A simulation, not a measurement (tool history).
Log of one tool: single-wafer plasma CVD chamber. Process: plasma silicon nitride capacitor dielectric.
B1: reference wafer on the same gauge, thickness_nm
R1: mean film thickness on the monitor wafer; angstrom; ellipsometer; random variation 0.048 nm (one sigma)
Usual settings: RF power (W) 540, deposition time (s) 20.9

Run 1, day 0.000: usual settings; B1 27.094. Result: R1 316.39 angstrom.
Run 2, day 0.638: usual settings; B1 27.099. Result: R1 316.56 angstrom.
Run 3, day 1.854: usual settings; B1 27.108. Result: R1 316.29 angstrom.
Run 4, day 2.400: usual settings; B1 27.108. Result: R1 316.32 angstrom.
Run 5, day 3.688: usual settings; B1 27.100. Result: R1 316.22 angstrom.
Run 6, day 4.271: usual settings; B1 27.095. Result: R1 315.69 angstrom.
Run 7, day 5.054: usual settings; B1 27.109. Result: R1 316.77 angstrom.
Run 8, day 6.525: usual settings; B1 27.103. Result: R1 316.17 angstrom.
Run 9, day 7.850: usual settings; B1 27.102. Result: R1 315.88 angstrom.
Run 10, day 8.812: usual settings but deposition time (s) 17.7; B1 27.102. Result: R1 267.91 angstrom.
At day 8.867: gauge calibrated.
Run 11, day 9.771: usual settings but RF power (W) 450, deposition time (s) 23.4; B1 27.097. Result: R1 333.54 angstrom.
At day 11.221: RF generator calibrated.
Run 12, day 11.242: usual settings; B1 27.099. Result: R1 311.23 angstrom.
Run 13, day 11.912: usual settings but RF power (W) 435, deposition time (s) 22.7; B1 27.102. Result: R1 315.21 angstrom.
Run 14, day 12.608: usual settings; B1 27.095. Result: R1 311.31 angstrom.
Run 15, day 13.942: usual settings but RF power (W) 605, deposition time (s) 24.3; B1 27.103. Result: R1 374.06 angstrom.
At day 14.888: RF generator calibrated, repeated, since the last time left the tool worse.
At day 15.092: showerhead replaced.
Run 16, day 15.112: usual settings; B1 27.105. Result: R1 321.52 angstrom.
Run 17, day 15.683: usual settings but RF power (W) 465; B1 27.106. Result: R1 306.12 angstrom.
Run 18, day 16.542: usual settings but RF power (W) 495, deposition time (s) 18.1; B1 27.100. Result: R1 271.66 angstrom.
Run 19, day 17.662: usual settings; B1 27.097. Result: R1 321.65 angstrom.
Run 20, day 18.267: usual settings but RF power (W) 445, deposition time (s) 22.2; B1 27.102. Result: R1 320.23 angstrom.
Run 21, day 18.950: usual settings but RF power (W) 630, deposition time (s) 17.1; B1 27.091. Result: R1 276.40 angstrom.

Forecast each of these 3 alternatives for the next run:
Run A, day 18.967: usual settings; B1 ?. Result: R1 ?.
Run B, day 18.967: usual settings but deposition time (s) 23.1; B1 ?. Result: R1 ?.
Run C, day 18.967: usual settings but RF power (W) 440; B1 ?. Result: R1 ?.

run      B1      R1
  A  27.104  321.45
  B  27.104  355.29
  C  27.104  300.59
Without the tool's hidden state the same runs would have given:
run      R1
  A  322.45
  B  356.39
  C  301.52

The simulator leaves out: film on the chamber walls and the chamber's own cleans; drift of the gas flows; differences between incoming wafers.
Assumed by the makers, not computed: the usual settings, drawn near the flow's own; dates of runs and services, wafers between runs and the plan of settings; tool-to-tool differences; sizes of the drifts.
